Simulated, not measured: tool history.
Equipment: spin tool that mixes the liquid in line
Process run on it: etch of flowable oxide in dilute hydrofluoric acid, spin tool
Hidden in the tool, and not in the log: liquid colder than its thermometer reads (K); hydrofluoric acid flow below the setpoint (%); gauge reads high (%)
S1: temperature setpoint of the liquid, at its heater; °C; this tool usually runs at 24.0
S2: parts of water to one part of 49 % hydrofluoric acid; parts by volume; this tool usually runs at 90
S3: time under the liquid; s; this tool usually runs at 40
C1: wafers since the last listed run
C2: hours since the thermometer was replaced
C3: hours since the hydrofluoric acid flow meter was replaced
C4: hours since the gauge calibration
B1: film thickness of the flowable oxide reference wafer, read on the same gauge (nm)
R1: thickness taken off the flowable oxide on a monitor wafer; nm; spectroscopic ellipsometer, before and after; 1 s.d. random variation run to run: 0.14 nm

Run 1, hour 0.0: usual settings; C1 0; C2 1772.2; C3 473.5; C4 122.8; B1 149.97. Result: R1 20.22 nm.
Run 2, hour 6.4: usual settings but S1 22.0 °C, S2 60 parts by volume; C1 50; C2 1778.6; C3 479.9; C4 129.2; B1 150.00. Result: R1 28.71 nm.
Run 3, hour 19.9: usual settings but S1 22.0 °C, S2 60 parts by volume; C1 106; C2 1792.1; C3 493.4; C4 142.7; B1 149.98. Result: R1 28.49 nm.
Run 4, hour 36.6: usual settings but S1 22.0 °C, S2 60 parts by volume; C1 131; C2 1808.8; C3 510.1; C4 159.4; B1 150.03. Result: R1 28.54 nm.
Run 5, hour 50.4: usual settings; C1 108; C2 1822.6; C3 523.9; C4 173.2; B1 149.96. Result: R1 19.87 nm.
Run 6, hour 59.3: usual settings; C1 70; C2 1831.5; C3 532.8; C4 182.1; B1 149.96. Result: R1 19.94 nm.
Run 7, hour 68.9: usual settings; C1 75; C2 1841.1; C3 542.4; C4 191.7; B1 149.99. Result: R1 20.06 nm.
Run 8, hour 113.2: usual settings; C1 349; C2 1885.4; C3 586.7; C4 236.0; B1 150.01. Result: R1 19.89 nm.
Run 9, hour 127.7: usual settings; C1 114; C2 1899.9; C3 601.2; C4 250.5; B1 149.97. Result: R1 19.85 nm.
At hour 135.6: thermometer replaced.
Run 10, hour 138.7: usual settings; C1 78; C2 3.1; C3 612.2; C4 261.5; B1 150.03. Result: R1 21.77 nm.
Run 11, hour 156.5: usual settings; C1 140; C2 20.9; C3 630.0; C4 279.3; B1 150.03. Result: R1 22.01 nm.
Run 12, hour 168.7: usual settings; C1 96; C2 33.1; C3 642.2; C4 291.5; B1 150.00. Result: R1 21.66 nm.
Run 13, hour 215.6: usual settings; C1 369; C2 80.0; C3 689.1; C4 338.4; B1 150.02. Result: R1 21.64 nm.
Run 14, hour 225.1: usual settings but S1 21.0 °C; C1 74; C2 89.5; C3 698.6; C4 347.9; B1 149.99. Result: R1 19.28 nm.
Run 15, hour 231.1: usual settings but S1 20.5 °C, S2 50 parts by volume, S3 20 s; C1 47; C2 95.5; C3 704.6; C4 353.9; B1 149.96. Result: R1 17.88 nm.
At hour 245.2: hydrofluoric acid flow meter replaced.
At hour 246.1: gauge calibrated.
Run 16, hour 249.1: usual settings; C1 133; C2 113.5; C3 3.9; C4 3.0; B1 149.99. Result: R1 21.72 nm.
Run 17, hour 257.7: usual settings but S1 21.0 °C; C1 67; C2 122.1; C3 12.5; C4 11.6; B1 150.04. Result: R1 19.15 nm.
Run 18, hour 271.0: usual settings but S2 125 parts by volume, S3 25 s; C1 104; C2 135.4; C3 25.8; C4 24.9; B1 150.01. Result: R1 9.35 nm.
Run 19, hour 283.1: usual settings; C1 95; C2 147.5; C3 37.9; C4 37.0; B1 150.03. Result: R1 21.76 nm.
Run 20, hour 329.2: usual settings but S1 19.5 °C, S2 65 parts by volume, S3 30 s; C1 363; C2 193.6; C3 84.0; C4 83.1; B1 150.01. Result: R1 19.28 nm.
Run 21, hour 339.0: usual settings; C1 77; C2 203.4; C3 93.8; C4 92.9; B1 150.01. Result: R1 21.77 nm.
Run 22, hour 346.2: usual settings but S3 20 s; C1 56; C2 210.6; C3 101.0; C4 100.1; B1 150.01. Result: R1 10.74 nm.
Run 23, hour 356.3: usual settings but S1 25.5 °C, S3 35 s; C1 79; C2 220.7; C3 111.1; C4 110.2; B1 150.00. Result: R1 19.93 nm.
Run 24, hour 388.9: usual settings but S1 19.5 °C, S2 125 parts by volume; C1 256; C2 253.3; C3 143.7; C4 142.8; B1 150.06. Result: R1 12.48 nm.
Run 25, hour 401.2: usual settings but S2 70 parts by volume; C1 96; C2 265.6; C3 156.0; C4 155.1; B1 149.99. Result: R1 28.46 nm.
Run 26, hour 409.9: usual settings; C1 68; C2 274.3; C3 164.7; C4 163.8; B1 149.99. Result: R1 21.62 nm.
Run 27, hour 419.1: usual settings but S1 21.0 °C, S2 105 parts by volume; C1 72; C2 283.5; C3 173.9; C4 173.0; B1 150.02. Result: R1 15.88 nm.
Run 28, hour 425.5: usual settings but S1 27.5 °C, S3 60 s; C1 50; C2 289.9; C3 180.3; C4 179.4; B1 150.02. Result: R1 37.44 nm.
Run 29, hour 439.3: usual settings but S1 20.5 °C, S2 50 parts by volume, S3 20 s; C1 108; C2 303.7; C3 194.1; C4 193.2; B1 149.98. Result: R1 17.66 nm.
Run 30, hour 448.8: usual settings but S1 27.0 °C, S2 125 parts by volume, S3 65 s; C1 74; C2 313.2; C3 203.6; C4 202.7; B1 150.01. Result: R1 26.74 nm.
Run 31, hour 463.0: usual settings; C1 111; C2 327.4; C3 217.8; C4 216.9; B1 150.00. Result: R1 21.67 nm.
Run 32, hour 471.0: usual settings but S2 130 parts by volume, S3 25 s; C1 63; C2 335.4; C3 225.8; C4 224.9; B1 149.99. Result: R1 8.93 nm.
Run 33, hour 483.5: usual settings but S1 28.5 °C; C1 98; C2 347.9; C3 238.3; C4 237.4; B1 150.01. Result: R1 25.54 nm.
Run 34, hour 491.5: usual settings; C1 63; C2 355.9; C3 246.3; C4 245.4; B1 150.00. Result: R1 21.42 nm.
Run 35, hour 499.9: usual settings but S1 28.5 °C, S2 105 parts by volume; C1 66; C2 364.3; C3 254.7; C4 253.8; B1 150.04. Result: R1 21.59 nm.

Here are 3 independent what-if runs from the current tool condition. What would each one return?
Run A, hour 500.3: usual settings but S1 20.0 °C; C1 3; C2 364.7; C3 255.1; C4 254.2; B1 ?. Result: R1 ?.
Run B, hour 500.3: usual settings but S1 28.5 °C, S2 55 parts by volume; C1 3; C2 364.7; C3 255.1; C4 254.2; B1 ?. Result: R1 ?.
Run C, hour 500.3: usual settings but S2 120 parts by volume, S3 50 s; C1 3; C2 364.7; C3 255.1; C4 254.2; B1 ?. Result: R1 ?.

run      B1     R1
  A  149.98  18.24
  B  149.98  44.06
  C  149.98  19.42
With no hidden state in the tool, these same runs would have given:
run     R1
  A  18.68
  B  45.09
  C  19.87
